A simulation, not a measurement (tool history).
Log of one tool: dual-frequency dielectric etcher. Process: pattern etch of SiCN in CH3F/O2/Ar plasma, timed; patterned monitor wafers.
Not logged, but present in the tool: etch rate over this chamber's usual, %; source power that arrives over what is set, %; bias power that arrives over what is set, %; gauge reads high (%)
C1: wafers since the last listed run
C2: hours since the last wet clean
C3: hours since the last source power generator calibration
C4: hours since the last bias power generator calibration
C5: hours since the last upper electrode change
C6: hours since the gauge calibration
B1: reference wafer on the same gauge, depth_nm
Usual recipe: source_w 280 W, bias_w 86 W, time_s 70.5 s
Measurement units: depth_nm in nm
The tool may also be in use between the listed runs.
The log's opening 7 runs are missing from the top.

{"run": 8, "hour": 523.5, "source_w": 280, "bias_w": 86, "time_s": 70.5, "C1": 1146, "C2": 111.5, "C3": 1420.7, "C4": 3268, "C5": 2810.8, "C6": 2299.4, "B1": 19.9, "depth_nm": 21.14}
{"run": 9, "hour": 563.0, "source_w": 280, "bias_w": 100, "time_s": 70.5, "C1": 603, "C2": 151, "C3": 1460.2, "C4": 3307.5, "C5": 2850.3, "C6": 2338.9, "B1": 19.91, "depth_nm": 22.12}
{"run": 10, "hour": 606.9, "source_w": 280, "bias_w": 86, "time_s": 70.5, "C1": 670, "C2": 194.9, "C3": 1504.1, "C4": 3351.4, "C5": 2894.2, "C6": 2382.8, "B1": 19.91, "depth_nm": 20.92}
{"hour": 610.1, "done": "gauge calibrated"}
{"run": 11, "hour": 650.4, "source_w": 280, "bias_w": 86, "time_s": 70.5, "C1": 664, "C2": 238.4, "C3": 1547.6, "C4": 3394.9, "C5": 2937.7, "C6": 40.3, "B1": 19.91, "depth_nm": 20.99}
{"run": 12, "hour": 795.3, "source_w": 280, "bias_w": 86, "time_s": 70.5, "C1": 2212, "C2": 383.3, "C3": 1692.5, "C4": 3539.8, "C5": 3082.6, "C6": 185.2, "B1": 19.9, "depth_nm": 20.92}
{"hour": 809.3, "done": "bias power generator calibrated"}
{"run": 13, "hour": 848.7, "source_w": 280, "bias_w": 76, "time_s": 70.5, "C1": 754, "C2": 436.7, "C3": 1745.9, "C4": 39.4, "C5": 3136, "C6": 238.6, "B1": 19.9, "depth_nm": 20.06}
{"hour": 886.4, "done": "wet clean of the chamber"}
{"run": 14, "hour": 888.5, "source_w": 280, "bias_w": 86, "time_s": 70.5, "C1": 241, "C2": 2.1, "C3": 1785.7, "C4": 79.2, "C5": 3175.8, "C6": 278.4, "B1": 19.9, "depth_nm": 20.8}
{"run": 15, "hour": 976.8, "source_w": 280, "bias_w": 86, "time_s": 70.5, "C1": 1348, "C2": 90.4, "C3": 1874, "C4": 167.5, "C5": 3264.1, "C6": 366.7, "B1": 19.9, "depth_nm": 20.85}
{"hour": 1003.4, "done": "source power generator calibrated"}
{"run": 16, "hour": 1043.7, "source_w": 260, "bias_w": 107, "time_s": 83.5, "C1": 960, "C2": 157.3, "C3": 40.3, "C4": 234.4, "C5": 3331, "C6": 433.6, "B1": 19.9, "depth_nm": 26.56}
{"hour": 1114.2, "done": "upper electrode replaced"}
{"run": 17, "hour": 1114.7, "source_w": 280, "bias_w": 86, "time_s": 70.5, "C1": 717, "C2": 228.3, "C3": 111.3, "C4": 305.4, "C5": 0.5, "C6": 504.6, "B1": 19.89, "depth_nm": 21.52}
{"run": 18, "hour": 1140.5, "source_w": 330, "bias_w": 69, "time_s": 64.5, "C1": 393, "C2": 254.1, "C3": 137.1, "C4": 331.2, "C5": 26.3, "C6": 530.4, "B1": 19.9, "depth_nm": 19.96}
{"run": 19, "hour": 1181.0, "source_w": 280, "bias_w": 86, "time_s": 70.5, "C1": 618, "C2": 294.6, "C3": 177.6, "C4": 371.7, "C5": 66.8, "C6": 570.9, "B1": 19.9, "depth_nm": 21.4}
{"run": 20, "hour": 1234.0, "source_w": 280, "bias_w": 78, "time_s": 58.5, "C1": 809, "C2": 347.6, "C3": 230.6, "C4": 424.7, "C5": 119.8, "C6": 623.9, "B1": 19.9, "depth_nm": 17.4}
{"hour": 1308.0, "done": "wet clean of the chamber"}
{"run": 21, "hour": 1339.2, "source_w": 280, "bias_w": 86, "time_s": 70.5, "C1": 1239, "C2": 31.2, "C3": 335.8, "C4": 529.9, "C5": 225, "C6": 729.1, "B1": 19.9, "depth_nm": 21.47}
{"run": 22, "hour": 1414.1, "source_w": 330, "bias_w": 75, "time_s": 79, "C1": 1143, "C2": 106.1, "C3": 410.7, "C4": 604.8, "C5": 299.9, "C6": 804, "B1": 19.9, "depth_nm": 25.17}
{"run": 23, "hour": 1482.5, "source_w": 310, "bias_w": 77, "time_s": 81, "C1": 1044, "C2": 174.5, "C3": 479.1, "C4": 673.2, "C5": 368.3, "C6": 872.4, "B1": 19.89, "depth_nm": 25.08}
{"run": 24, "hour": 1553.9, "source_w": 310, "bias_w": 86, "time_s": 70.5, "C1": 1090, "C2": 245.9, "C3": 550.5, "C4": 744.6, "C5": 439.7, "C6": 943.8, "B1": 19.9, "depth_nm": 22.57}
{"run": 25, "hour": 1620.0, "source_w": 280, "bias_w": 78, "time_s": 58.5, "C1": 1009, "C2": 312, "C3": 616.6, "C4": 810.7, "C5": 505.8, "C6": 1009.9, "B1": 19.9, "depth_nm": 17.23}
{"run": 26, "hour": 1675.7, "source_w": 330, "bias_w": 71, "time_s": 64.5, "C1": 850, "C2": 367.7, "C3": 672.3, "C4": 866.4, "C5": 561.5, "C6": 1065.6, "B1": 19.88, "depth_nm": 20.04}
{"hour": 1769.7, "done": "wet clean of the chamber"}
{"run": 27, "hour": 1925.3, "source_w": 280, "bias_w": 75, "time_s": 70.5, "C1": 3444, "C2": 155.6, "C3": 921.9, "C4": 1116, "C5": 811.1, "C6": 1315.2, "B1": 19.9, "depth_nm": 20.45}
{"run": 28, "hour": 2026.6, "source_w": 230, "bias_w": 72, "time_s": 70.5, "C1": 1546, "C2": 256.9, "C3": 1023.2, "C4": 1217.3, "C5": 912.4, "C6": 1416.5, "B1": 19.9, "depth_nm": 18.03}
{"run": 29, "hour": 2121.3, "source_w": 280, "bias_w": 86, "time_s": 70.5, "C1": 1445, "C2": 351.6, "C3": 1117.9, "C4": 1312, "C5": 1007.1, "C6": 1511.2, "B1": 19.9, "depth_nm": 21.31}
{"hour": 2193.2, "done": "wet clean of the chamber"}
{"run": 30, "hour": 2218.4, "source_w": 280, "bias_w": 86, "time_s": 70.5, "C1": 1116, "C2": 25.2, "C3": 1215, "C4": 1409.1, "C5": 1104.2, "C6": 1608.3, "B1": 19.89, "depth_nm": 21.21}

Predict each of these 3 candidate next runs independently; none follows another, all start after run 30:
{"run": "A", "hour": 2218.8, "source_w": 280, "bias_w": 86, "time_s": 70.5, "C1": 6, "C2": 25.6, "C3": 1215.4, "C4": 1409.5, "C5": 1104.6, "C6": 1608.7, "B1": "?", "depth_nm": "?"}
{"run": "B", "hour": 2218.8, "source_w": 280, "bias_w": 86, "time_s": 51, "C1": 6, "C2": 25.6, "C3": 1215.4, "C4": 1409.5, "C5": 1104.6, "C6": 1608.7, "B1": "?", "depth_nm": "?"}
{"run": "C", "hour": 2218.8, "source_w": 310, "bias_w": 86, "time_s": 64, "C1": 6, "C2": 25.6, "C3": 1215.4, "C4": 1409.5, "C5": 1104.6, "C6": 1608.7, "B1": "?", "depth_nm": "?"}

run=A B1=19.92 depth_nm=21.25
run=B B1=19.92 depth_nm=15.38
run=C B1=19.92 depth_nm=20.37
With no hidden state in the tool, these same runs would have given:
run=A depth_nm=21.64
run=B depth_nm=15.65
run=C depth_nm=20.74
